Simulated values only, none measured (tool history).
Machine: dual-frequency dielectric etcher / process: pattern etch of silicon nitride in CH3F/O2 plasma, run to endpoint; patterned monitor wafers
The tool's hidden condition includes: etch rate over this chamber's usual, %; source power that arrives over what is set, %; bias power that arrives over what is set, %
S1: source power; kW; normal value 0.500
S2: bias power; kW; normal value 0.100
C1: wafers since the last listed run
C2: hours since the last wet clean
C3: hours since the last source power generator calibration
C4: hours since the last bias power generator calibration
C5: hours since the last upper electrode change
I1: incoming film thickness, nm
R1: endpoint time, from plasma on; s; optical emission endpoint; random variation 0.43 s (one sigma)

run     day     S1     S2   C1     C2      C3      C4      C5    I1     R1
  1   0.000  0.500  0.118    0  436.0  3180.8   758.1  4244.7  85.4   81.3
      3.025  -- wet clean of the chamber
  2   3.704  0.500  0.118  505   16.3  3269.7   847.0  4333.6  84.6   80.5
  3   5.262  0.500  0.105  291   53.7  3307.1   884.4  4371.0  85.0   83.9
  4   9.558  0.500  0.105  803  156.8  3410.2   987.5  4474.1  85.5   85.5
  5  13.538  0.500  0.100  744  252.3  3505.7  1083.0  4569.6  85.5   86.9
  6  16.075  0.500  0.100  474  313.2  3566.6  1143.9  4630.5  84.5   85.7
  7  18.550  0.590  0.100  463  372.6  3626.0  1203.3  4689.9  86.3   83.4
  8  21.571  0.590  0.100  565  445.1  3698.5  1275.8  4762.4  85.7   83.0
     23.654  -- wet clean of the chamber
  9  23.792  0.500  0.100  228    3.3  3751.8  1329.1  4815.7  85.0   87.1
 10  26.688  0.500  0.100  541   72.8  3821.3  1398.6  4885.2  84.9   86.5
 11  28.696  0.500  0.100  375  121.0  3869.5  1446.8  4933.4  85.8   88.5
 12  33.121  0.430  0.075  827  227.2  3975.7  1553.0  5039.6  85.6  102.5
     34.871  -- upper electrode replaced
     35.321  -- source power generator calibrated
 13  35.342  0.500  0.100  197  280.5     0.5  1606.3    11.3  86.0   88.1
 14  40.004  0.410  0.124  872  392.4   112.4  1718.2   123.2  84.5   85.5
     42.571  -- wet clean of the chamber
 15  43.292  0.500  0.100  427   17.3   191.3  1797.1   202.1  85.4   88.4
 16  45.033  0.390  0.083  325   59.1   233.1  1838.9   243.9  84.8  101.1
     48.129  -- bias power generator calibrated
 17  49.054  0.580  0.092  721  155.6   329.6    22.2   340.4  83.5   81.7
 18  52.808  0.380  0.075  702  245.7   419.7   112.3   430.5  84.7  103.7
 19  55.571  0.620  0.125  516  312.0   486.0   178.6   496.8  85.4   74.1
 20  57.588  0.600  0.116  377  360.4   534.4   227.0   545.2  85.6   76.4
 21  61.842  0.500  0.100  795  462.5   636.5   329.1   647.3  85.1   85.9
     63.642  -- wet clean of the chamber
 22  64.762  0.500  0.100  359   26.9   706.6   399.2   717.4  85.3   85.9

Some steps in R1 between neighbouring runs. How much of each would the tool show without its hidden state too (settings, what came in, random variation), and how much is left for the hidden state, with any gauge scatter that isn't in both results?
Run 11 -> 12: S1 0.500 -> 0.430, S2 0.100 -> 0.075. R1 +14.0 s: hidden state +0.3, all else +13.7.
Run 16 -> 17: S1 0.390 -> 0.580, S2 0.083 -> 0.092, bias power generator calibrated. R1 -19.4 s: hidden state -1.9, all else -17.5.
Run 17 -> 18: S1 0.580 -> 0.380, S2 0.092 -> 0.075. R1 +22.0 s: hidden state +0.0, all else +22.0.
Run 18 -> 19: S1 0.380 -> 0.620, S2 0.075 -> 0.125. R1 -29.6 s: hidden state +0.0, all else -29.6.
